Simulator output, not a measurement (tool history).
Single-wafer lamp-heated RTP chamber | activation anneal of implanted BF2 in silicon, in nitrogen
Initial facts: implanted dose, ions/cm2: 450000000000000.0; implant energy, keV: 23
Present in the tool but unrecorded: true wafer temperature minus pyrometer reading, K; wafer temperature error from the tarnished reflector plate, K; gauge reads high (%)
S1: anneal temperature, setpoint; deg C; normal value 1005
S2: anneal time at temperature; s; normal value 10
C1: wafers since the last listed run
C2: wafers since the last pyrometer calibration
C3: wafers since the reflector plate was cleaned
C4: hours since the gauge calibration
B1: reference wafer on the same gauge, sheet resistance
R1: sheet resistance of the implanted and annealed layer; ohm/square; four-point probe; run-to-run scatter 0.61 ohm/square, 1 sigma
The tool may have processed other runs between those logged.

Run 1, hour 0.0: usual settings but S1 1022 deg C, S2 11 s; C1 0; C2 6881; C3 9499; C4 395.9; B1 340.00. Result: R1 282.85 ohm/square.
At hour 34.1: reflector plate cleaned.
Run 2, hour 34.6: usual settings but S2 6 s; C1 581; C2 7463; C3 10; C4 430.5; B1 339.95. Result: R1 288.34 ohm/square.
At hour 55.6: pyrometer window cleaned and pyrometer calibrated.
Run 3, hour 56.1: usual settings; C1 295; C2 10; C3 305; C4 452.0; B1 339.85. Result: R1 289.45 ohm/square.
Run 4, hour 74.8: usual settings; C1 408; C2 419; C3 714; C4 470.7; B1 340.07. Result: R1 289.61 ohm/square.
Run 5, hour 90.3: usual settings; C1 338; C2 757; C3 1053; C4 486.2; B1 340.14. Result: R1 289.60 ohm/square.
Run 6, hour 103.9: usual settings but S2 14 s; C1 297; C2 1055; C3 1351; C4 499.8; B1 339.91. Result: R1 286.79 ohm/square.
Run 7, hour 126.4: usual settings but S2 14 s; C1 491; C2 1547; C3 1843; C4 522.3; B1 339.97. Result: R1 286.23 ohm/square.
Run 8, hour 151.3: usual settings but S1 1017 deg C, S2 8 s; C1 544; C2 2091; C3 2387; C4 547.2; B1 340.00. Result: R1 287.30 ohm/square.
Run 9, hour 168.8: usual settings but S1 1017 deg C, S2 8 s; C1 382; C2 2474; C3 2770; C4 564.7; B1 339.95. Result: R1 286.81 ohm/square.
Run 10, hour 191.0: usual settings but S1 1017 deg C, S2 8 s; C1 485; C2 2959; C3 3255; C4 586.9; B1 339.94. Result: R1 285.89 ohm/square.
Run 11, hour 210.3: usual settings; C1 422; C2 3381; C3 3677; C4 606.2; B1 340.02. Result: R1 287.64 ohm/square.
Run 12, hour 226.1: usual settings; C1 345; C2 3727; C3 4023; C4 622.0; B1 339.90. Result: R1 287.73 ohm/square.
Run 13, hour 253.6: usual settings; C1 601; C2 4328; C3 4624; C4 649.5; B1 339.96. Result: R1 287.39 ohm/square.
Run 14, hour 276.4: usual settings; C1 498; C2 4827; C3 5123; C4 672.3; B1 339.93. Result: R1 287.92 ohm/square.
At hour 297.1: gauge calibrated.
Run 15, hour 307.4: usual settings; C1 677; C2 5505; C3 5801; C4 10.3; B1 340.04. Result: R1 287.46 ohm/square.
Run 16, hour 324.7: usual settings; C1 378; C2 5883; C3 6179; C4 27.6; B1 340.05. Result: R1 287.34 ohm/square.
Run 17, hour 344.4: usual settings; C1 430; C2 6314; C3 6610; C4 47.3; B1 340.03. Result: R1 286.37 ohm/square.
Run 18, hour 359.8: usual settings; C1 336; C2 6650; C3 6946; C4 62.7; B1 339.94. Result: R1 286.63 ohm/square.
Run 19, hour 442.5: usual settings; C1 1808; C2 8459; C3 8755; C4 145.4; B1 339.99. Result: R1 285.81 ohm/square.
At hour 464.9: pyrometer window cleaned and pyrometer calibrated.
At hour 478.3: reflector plate cleaned.
Run 20, hour 478.8: usual settings; C1 443; C2 129; C3 10; C4 181.7; B1 340.07. Result: R1 288.60 ohm/square.
Run 21, hour 505.3: usual settings but S1 1035 deg C, S2 12 s; C1 579; C2 708; C3 590; C4 208.2; B1 340.07. Result: R1 281.01 ohm/square.
Run 22, hour 531.3: usual settings; C1 568; C2 1277; C3 1158; C4 234.2; B1 340.03. Result: R1 288.37 ohm/square.
Run 23, hour 546.8: usual settings but S1 995 deg C, S2 5 s; C1 338; C2 1616; C3 1497; C4 249.7; B1 340.03. Result: R1 296.39 ohm/square.
Run 24, hour 569.8: usual settings but S1 987 deg C, S2 6 s; C1 502; C2 2119; C3 2000; C4 272.7; B1 340.01. Result: R1 300.50 ohm/square.
Run 25, hour 581.9: usual settings but S1 995 deg C, S2 5 s; C1 264; C2 2383; C3 2265; C4 284.8; B1 339.88. Result: R1 295.50 ohm/square.
Run 26, hour 597.7: usual settings but S1 1013 deg C, S2 6 s; C1 345; C2 2729; C3 2610; C4 300.6; B1 339.95. Result: R1 289.03 ohm/square.
Run 27, hour 620.5: usual settings but S1 1015 deg C, S2 5 s; C1 498; C2 3227; C3 3109; C4 323.4; B1 340.00. Result: R1 288.58 ohm/square.
Run 28, hour 636.4: usual settings but S1 985 deg C, S2 15 s; C1 347; C2 3575; C3 3456; C4 339.3; B1 339.85. Result: R1 292.59 ohm/square.
Run 29, hour 737.1: usual settings but S1 996 deg C, S2 15 s; C1 2201; C2 5777; C3 5658; C4 440.0; B1 340.00. Result: R1 285.79 ohm/square.
Run 30, hour 769.8: usual settings but S1 995 deg C, S2 5 s; C1 715; C2 6492; C3 6373; C4 472.7; B1 339.95. Result: R1 293.52 ohm/square.
Run 31, hour 793.3: usual settings but S1 977 deg C, S2 13 s; C1 513; C2 7006; C3 6887; C4 496.2; B1 339.93. Result: R1 296.34 ohm/square.
At hour 804.0: pyrometer window cleaned and pyrometer calibrated.
Run 32, hour 821.7: usual settings but S2 8 s; C1 446; C2 386; C3 7333; C4 524.6; B1 339.90. Result: R1 290.57 ohm/square.
Run 33, hour 839.7: usual settings but S2 13 s; C1 393; C2 780; C3 7727; C4 542.6; B1 340.04. Result: R1 286.33 ohm/square.

Hidden state, per run?
wafer temperature error from the tarnished reflector plate, K: 0 in every run
gauge reads high (%): 0 in every run
H1: true wafer temperature minus pyrometer reading, K
run      H1
  1    8.92
  2    9.86
  3  0.0701
  4   0.575
  5   0.994
  6    1.36
  7    1.97
  8    2.64
  9    3.11
 10    3.71
 11    4.24
 12    4.66
 13    5.41
 14    6.02
 15    6.86
 16    7.33
 17    7.86
 18    8.27
 19    10.5
 20    1.32
 21    2.03
 22    2.74
 23    3.15
 24    3.78
 25     4.1
 26    4.53
 27    5.15
 28    5.58
 29     8.3
 30    9.18
 31    9.81
 32   0.544
 33    1.03
